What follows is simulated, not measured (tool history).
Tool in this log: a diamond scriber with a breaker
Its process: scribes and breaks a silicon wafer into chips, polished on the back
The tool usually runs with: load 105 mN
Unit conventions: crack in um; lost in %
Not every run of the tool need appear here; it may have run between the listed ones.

| run | hour | load | wafers since the last listed run | hours since the diamond tip was replaced | hours since the load on the tip was calibrated | incoming depth of the damage left on the back of the incoming wafer, um | crack | lost |
|---|---|---|---|---|---|---|---|---|
| 1 | 0.0 | 105 | 0 | 90.2 | 191.2 | 0.04 | 10.77 | 2.70 |
| 2 | 26.4 | 105 | 59 | 116.6 | 217.6 | 0.03 | 10.74 | 2.71 |
| 3 | 75.8 | 125 | 111 | 166.0 | 267.0 | 0.04 | 11.76 | 1.98 |
| 4 | 115.0 | 125 | 88 | 205.2 | 306.2 | 0.02 | 11.85 | 2.00 |
| 5 | 179.1 | 125 | 145 | 269.3 | 370.3 | 0.03 | 11.64 | 1.94 |
| 6 | 233.1 | 84 | 122 | 323.3 | 424.3 | 0.02 | 8.74 | 11.08 |
| 7 | 281.4 | 84 | 109 | 371.6 | 472.6 | 0.01 | 8.53 | 10.47 |
|  | 337.8 | diamond tip replaced by a new one |
| 8 | 346.5 | 84 | 142 | 8.7 | 537.7 | 0.04 | 10.06 | 4.68 |
| 9 | 379.6 | 80 | 74 | 41.8 | 570.8 | 0.04 | 9.33 | 7.34 |
| 10 | 434.8 | 80 | 125 | 97.0 | 626.0 | 0.03 | 9.13 | 9.20 |
| 11 | 465.2 | 80 | 68 | 127.4 | 656.4 | 0.03 | 8.89 | 9.96 |
| 12 | 514.2 | 128 | 110 | 176.4 | 705.4 | 0.03 | 12.33 | 2.03 |
| 13 | 570.3 | 128 | 127 | 232.5 | 761.5 | 0.03 | 12.37 | 2.04 |
| 14 | 617.3 | 128 | 106 | 279.5 | 808.5 | 0.03 | 12.01 | 1.99 |
| 15 | 673.9 | 115 | 128 | 336.1 | 865.1 | 0.03 | 10.88 | 2.32 |
|  | 710.6 | diamond tip replaced by a new one |
| 16 | 855.7 | 88 | 407 | 145.1 | 1046.9 | 0.05 | 9.23 | 7.28 |
| 17 | 885.9 | 88 | 68 | 175.3 | 1077.1 | 0.01 | 9.11 | 7.68 |
| 18 | 940.7 | 88 | 124 | 230.1 | 1131.9 | 0.02 | 9.06 | 8.41 |
| 19 | 1012.0 | 105 | 161 | 301.4 | 1203.2 | 0.03 | 10.22 | 3.65 |
| 20 | 1071.4 | 87 | 134 | 360.8 | 1262.6 | 0.03 | 8.94 | 9.68 |
|  | 1088.3 | diamond tip replaced by a new one |
| 21 | 1135.7 | 105 | 141 | 47.4 | 1326.9 | 0.02 | 11.22 | 2.11 |
| 22 | 1172.7 | 135 | 83 | 84.4 | 1363.9 | 0.04 | 13.29 | 3.16 |
| 23 | 1238.7 | 76 | 149 | 150.4 | 1429.9 | 0.05 | 8.23 | 13.00 |
| 24 | 1306.7 | 74 | 154 | 218.4 | 1497.9 | 0.02 | 8.11 | 13.81 |
| 25 | 1332.9 | 131 | 59 | 244.6 | 1524.1 | 0.04 | 12.31 | 1.87 |
| 26 | 1365.1 | 73 | 72 | 276.8 | 1556.3 | 0.04 | 7.99 | 16.62 |
| 27 | 1412.0 | 133 | 106 | 323.7 | 1603.2 | 0.01 | 12.11 | 1.95 |
| 28 | 1449.1 | 91 | 84 | 360.8 | 1640.3 | 0.03 | 9.24 | 8.00 |
|  | 1486.8 | load on the tip recalibrated |
|  | 1497.1 | diamond tip replaced by a new one |
| 29 | 1537.9 | 86 | 192 | 40.8 | 51.1 | 0.03 | 9.85 | 5.27 |
| 30 | 1606.3 | 121 | 154 | 109.2 | 119.5 | 0.02 | 12.00 | 2.00 |
| 31 | 1653.8 | 92 | 107 | 156.7 | 167.0 | 0.04 | 9.66 | 5.47 |
| 32 | 1722.9 | 105 | 156 | 225.8 | 236.1 | 0.04 | 10.51 | 3.14 |
| 33 | 1775.1 | 124 | 118 | 278.0 | 288.3 | 0.03 | 11.56 | 1.95 |
| 34 | 1799.9 | 81 | 56 | 302.8 | 313.1 | 0.05 | 8.50 | 11.26 |
| 35 | 1833.1 | 118 | 75 | 336.0 | 346.3 | 0.02 | 11.17 | 2.07 |
|  | 1854.6 | diamond tip replaced by a new one |
| 36 | 1892.2 | 127 | 129 | 37.6 | 405.4 | 0.01 | 13.09 | 2.84 |
| 37 | 1921.7 | 105 | 66 | 67.1 | 434.9 | 0.03 | 11.33 | 2.20 |

Table of differences, measured result less the result of that run with no hidden state. Run-to-run variation is the same in both. Gauge scatter possibly is not:
What the log doesn't record here: share of the diamond tip's cutting effectiveness lost through wear, %; deviation of the load on the tip from its setpoint, %.
| run | crack | lost |
|---|---|---|
| 1 | -0.92 | +0.68 |
| 2 | -1.07 | +0.85 |
| 3 | -1.42 | -1.51 |
| 4 | -1.58 | -1.54 |
| 5 | -1.72 | -1.46 |
| 6 | -1.35 | +6.48 |
| 7 | -1.36 | +6.21 |
| 8 | -0.09 | +0.28 |
| 9 | -0.35 | +1.54 |
| 10 | -0.68 | +3.28 |
| 11 | -0.80 | +4.04 |
| 12 | -1.34 | -1.74 |
| 13 | -1.54 | -1.91 |
| 14 | -1.59 | -1.91 |
| 15 | -1.52 | +0.03 |
| 16 | -1.07 | +3.80 |
| 17 | -1.16 | +4.22 |
| 18 | -1.30 | +4.91 |
| 19 | -1.60 | +1.88 |
| 20 | -1.45 | +5.97 |
| 21 | -0.62 | +0.26 |
| 22 | -1.08 | -2.25 |
| 23 | -0.94 | +5.75 |
| 24 | -1.10 | +6.54 |
| 25 | -1.75 | -2.19 |
| 26 | -1.18 | +8.11 |
| 27 | -1.86 | -2.61 |
| 28 | -1.46 | +4.99 |
| 29 | -0.37 | +1.19 |
| 30 | -0.98 | -0.95 |
| 31 | -0.99 | +2.68 |
| 32 | -1.30 | +1.28 |
| 33 | -1.54 | -1.35 |
| 34 | -1.16 | +5.95 |
| 35 | -1.57 | -0.41 |
| 36 | -0.46 | -0.77 |
| 37 | -0.65 | +0.30 |
